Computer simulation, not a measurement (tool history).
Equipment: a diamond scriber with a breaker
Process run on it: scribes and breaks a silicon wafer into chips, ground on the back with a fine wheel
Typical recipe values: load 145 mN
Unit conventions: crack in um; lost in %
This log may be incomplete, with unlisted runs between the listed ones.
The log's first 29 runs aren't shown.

run    hour  load  incoming depth of the damage left on the back of the incoming wafer, um  crack   lost
 30  1525.5   182                                                                     1.93  10.93   7.05
 31  1558.1   112                                                                     1.59   6.94  13.11
 32  1600.1   173                                                                     2.15  10.42   4.87
 33  1639.8   176                                                                     2.22  10.44   6.27
 34  1674.7   134                                                                     1.58   8.14   2.36
 35  1708.6   145                                                                     2.23   8.57   1.81
     1724.8  -- diamond tip replaced by a new one
 36  1750.2   183                                                                     1.74  11.04   7.25
 37  1776.2   181                                                                     2.63  10.61   7.00
 38  1819.7   145                                                                     1.72   8.52   1.06
 39  1875.9   128                                                                     2.10   7.79   5.43
 40  1945.9   145                                                                     2.40   8.58   2.24
 41  1996.4   104                                                                     2.00   6.02  22.85
 42  2024.8   145                                                                     1.67   8.66   1.10

What if the next run were any one of these 3? Each begins from the tool's condition after run 42:
  A  2025.3   122                                                                     2.40      ?     ?
  B  2025.3   164                                                                     2.40      ?     ?
  C  2025.3   166                                                                     2.40      ?     ?

run  crack  lost
  A   7.29  9.26
  B   9.69  3.02
  C   9.80  3.33
Take away the tool's hidden state, keep each run's random variation, and the runs would have read:
run  crack  lost
  A   7.46  7.76
  B   9.92  3.72
  C  10.03  4.12
